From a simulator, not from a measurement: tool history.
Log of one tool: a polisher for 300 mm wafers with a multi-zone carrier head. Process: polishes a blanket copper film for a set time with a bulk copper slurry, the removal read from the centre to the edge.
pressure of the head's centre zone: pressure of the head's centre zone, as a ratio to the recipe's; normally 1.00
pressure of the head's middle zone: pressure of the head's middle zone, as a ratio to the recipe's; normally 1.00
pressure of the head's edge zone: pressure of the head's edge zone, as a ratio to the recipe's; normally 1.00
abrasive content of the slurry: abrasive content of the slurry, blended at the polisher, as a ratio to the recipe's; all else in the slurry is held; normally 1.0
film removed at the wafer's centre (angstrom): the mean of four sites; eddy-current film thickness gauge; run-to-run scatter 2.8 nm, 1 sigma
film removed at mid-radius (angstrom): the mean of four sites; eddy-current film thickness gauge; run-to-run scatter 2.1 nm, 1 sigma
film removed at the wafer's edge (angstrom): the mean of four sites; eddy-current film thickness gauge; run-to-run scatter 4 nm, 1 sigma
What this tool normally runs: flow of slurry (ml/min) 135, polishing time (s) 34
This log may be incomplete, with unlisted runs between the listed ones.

run,hour,flow of slurry (ml/min),pressure of the head's centre zone,pressure of the head's middle zone,pressure of the head's edge zone,abrasive content of the slurry,polishing time (s),"incoming thickness of the incoming film, nm",film removed at the wafer's centre (angstrom),film removed at mid-radius (angstrom),film removed at the wafer's edge (angstrom)
1,0.0,155,1.00,1.00,1.00,1.0,43,2323.1,3855,3943,3960
# hour 4.6: edge zone pressure recalibrated
2,17.2,155,1.00,1.00,1.00,1.0,43,2310.0,3829,3883,3866
3,49.0,135,1.09,1.00,1.00,1.0,34,2327.9,3185,2991,3018
4,63.9,135,1.00,1.00,1.00,1.0,34,2333.8,2806,2962,2877
5,78.6,135,1.05,1.00,1.00,1.0,34,2364.0,3030,2971,2955
6,113.4,135,1.09,1.00,1.00,1.0,34,2347.7,3099,2922,2971
# hour 130.3: centre zone pressure recalibrated
7,132.0,135,0.91,1.00,1.00,1.0,34,2338.9,2577,2942,2970
8,158.5,135,1.00,1.05,1.03,1.0,29,2323.7,2378,2566,2540
9,170.5,135,1.00,1.00,1.00,1.0,34,2359.2,2781,2898,2907
# hour 182.6: worn pad replaced by a new one
# hour 204.2: slurry nozzle cleaned
10,204.7,135,1.00,1.00,1.05,1.0,34,2344.7,2970,3091,3091
11,222.0,90,1.00,1.00,1.05,1.1,23,2351.0,1818,1906,1979
# hour 242.6: carrier head's membrane replaced by a new one
12,244.6,135,0.95,1.00,1.00,1.0,34,2311.3,2826,3061,3057
13,261.6,135,1.00,1.00,1.00,1.0,43,2340.3,3769,3887,3859
14,322.9,135,1.00,1.00,1.00,1.0,34,2388.2,2987,3058,2917
15,355.7,135,1.00,1.00,1.00,1.0,34,2354.7,2947,3024,3015
16,390.3,105,1.00,0.96,1.00,1.1,40,2331.1,3228,3255,3330
# hour 415.7: worn pad replaced by a new one
17,425.8,135,1.00,1.05,1.00,1.0,34,2319.1,2861,3123,2983
18,454.7,150,1.00,1.10,1.05,1.0,40,2368.7,3492,3876,3580
# hour 473.0: edge zone pressure recalibrated
19,475.3,135,1.00,1.04,1.00,1.0,34,2331.3,2830,3038,2944

Run 20 comes next. What will it give?
20,509.0,135,0.92,1.00,1.00,1.0,34,2344.0,?,?,?

Run 20 measured film removed at the wafer's centre (angstrom) 2576, film removed at mid-radius (angstrom) 2960, film removed at the wafer's edge (angstrom) 2866.
If the tool had no hidden condition, the same run with the same run-to-run variation would have returned film removed at the wafer's centre (angstrom) 2725, film removed at mid-radius (angstrom) 3110, film removed at the wafer's edge (angstrom) 2967.
